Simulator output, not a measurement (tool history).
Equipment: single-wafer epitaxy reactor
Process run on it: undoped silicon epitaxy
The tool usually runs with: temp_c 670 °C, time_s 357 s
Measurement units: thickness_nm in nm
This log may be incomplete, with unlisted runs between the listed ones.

run,day,temp_c,time_s,"read-back reference wafer on the same gauge, thickness_nm",thickness_nm
1,0.000,670,357,87.980,94.360
2,0.754,670,357,87.956,94.130
3,1.892,670,357,88.030,94.817
4,2.650,661,320,87.991,71.219
5,3.458,661,320,87.957,71.635
6,4.808,670,357,87.966,94.879
7,5.862,670,357,88.026,94.284
8,6.442,670,321,88.029,84.841
9,7.654,670,321,88.052,84.429
10,8.838,670,321,88.009,84.838
11,9.783,681,357,87.996,115.607
12,10.404,681,357,87.974,114.164
13,11.404,657,357,88.064,74.200
# day 13.521: gauge calibrated
14,14.029,664,339,88.061,79.453
15,14.746,670,301,88.009,78.895
16,15.871,670,357,88.058,94.043
17,17.183,670,298,88.037,79.084
18,18.400,670,299,88.011,78.426
# day 18.754: pyrometer calibrated
19,19.492,670,357,87.936,98.888
20,20.229,658,421,87.983,93.923
21,21.142,663,298,87.929,73.053
22,22.079,655,410,88.086,85.702
23,23.238,662,407,88.051,97.305
24,24.550,665,377,87.965,95.749

Table of differences, measured result less the result of that run with no hidden state. Run-to-run variation is the same in both. Gauge scatter possibly is not:
Unlogged tool condition in this case: wafer temperature above the value expected at the setpoint (K); gauge reads high (%).
run,thickness_nm
1,-5.481
2,-5.506
3,-5.604
4,-4.311
5,-4.364
6,-5.739
7,-5.747
8,-5.192
9,-5.207
10,-5.271
11,-7.071
12,-7.005
13,-4.794
14,-5.128
15,-5.049
16,-6.047
17,-5.111
18,-5.091
19,-0.031
20,-0.228
21,-0.358
22,-0.639
23,-0.998
24,-1.271
